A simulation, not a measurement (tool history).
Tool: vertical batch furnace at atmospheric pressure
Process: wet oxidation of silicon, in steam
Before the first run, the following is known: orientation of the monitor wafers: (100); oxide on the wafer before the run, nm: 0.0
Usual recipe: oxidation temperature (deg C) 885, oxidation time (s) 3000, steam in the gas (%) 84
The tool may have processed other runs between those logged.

run	day	oxidation temperature (deg C)	oxidation time (s)	steam in the gas (%)	wafers since the last listed run	hours since the last temperature calibration	hours since the steam generator was serviced	hours since the gauge calibration	read-back reference wafer on the same gauge, thickness	oxide thickness on the monitor wafer (Å)
1	0.000	885	3000	84	0	3723.9	3550.4	308.3	93.80	877.4
2	0.646	885	3000	84	297	3739.4	3565.9	323.8	93.70	875.2
3	2.112	885	3000	84	675	3774.6	3601.1	359.0	93.91	880.7
4	3.171	885	3000	84	487	3800.0	3626.5	384.4	93.95	885.4
5	3.688	885	3000	84	237	3812.4	3638.9	396.8	93.79	881.0
6	4.446	885	3000	84	349	3830.6	3657.1	415.0	93.75	884.0
7	5.504	885	3000	76	487	3856.0	3682.5	440.4	93.94	801.5
8	6.838	885	3000	76	613	3888.0	3714.5	472.4	93.63	801.3
9	7.425	905	3000	84	270	3902.1	3728.6	486.5	93.91	1192.8
10	8.546	885	3000	84	515	3929.0	3755.5	513.4	93.77	881.7
11	9.125	885	3000	84	266	3942.9	3769.4	527.3	93.79	880.2
12	10.383	885	3000	84	579	3973.1	3799.6	557.5	93.95	880.0
13	11.554	885	3000	84	538	4001.2	3827.7	585.6	93.89	887.9
14	12.475	885	3000	84	423	4023.3	3849.8	607.7	93.59	879.6
15	13.108	885	3000	74	291	4038.5	3865.0	622.9	93.79	776.3
16	13.862	863	1860	84	347	4056.6	3883.1	641.0	93.92	384.0
# day 15.362: thermocouples replaced and temperature profile calibrated
# day 15.754: steam generator serviced
17	15.775	909	3000	84	239	9.9	0.5	686.9	93.74	1265.0
18	15.988	885	3000	94	97	15.0	5.6	692.0	93.82	975.1
# day 16.229: gauge calibrated
19	17.417	885	3630	84	657	49.3	39.9	28.5	93.87	1053.8
20	18.650	885	3000	89	567	78.9	69.5	58.1	93.76	928.8
21	19.471	867	3000	77	377	98.6	89.2	77.8	93.73	604.5
22	20.446	885	3000	84	448	122.0	112.6	101.2	93.80	882.0
23	21.888	878	3000	80	663	156.6	147.2	135.8	93.71	752.3
24	22.833	860	3000	84	435	179.3	169.9	158.5	93.71	579.5
25	24.279	885	3000	84	665	214.0	204.6	193.2	93.97	876.7
26	25.221	869	1500	95	433	236.6	227.2	215.8	93.78	389.4
27	28.175	861	2430	93	1359	307.5	298.1	286.7	93.93	531.5

Below are 5 alternative next runs, each starting from the tool's condition after run 27. Predict each:
A	28.350	885	3000	84	80	311.7	302.3	290.9	?	?
B	28.350	904	1950	84	80	311.7	302.3	290.9	?	?
C	28.350	872	3000	91	80	311.7	302.3	290.9	?	?
D	28.350	885	3000	75	80	311.7	302.3	290.9	?	?
E	28.350	870	3000	76	80	311.7	302.3	290.9	?	?

run	read-back reference wafer on the same gauge, thickness	oxide thickness on the monitor wafer (Å)
A	93.94	881.6
B	93.94	792.1
C	93.94	768.4
D	93.94	792.3
E	93.94	625.1
Take away the tool's hidden state, keep each run's random variation, and the runs would have read:
run	oxide thickness on the monitor wafer (Å)
A	881.6
B	792.1
C	768.4
D	792.3
E	625.1
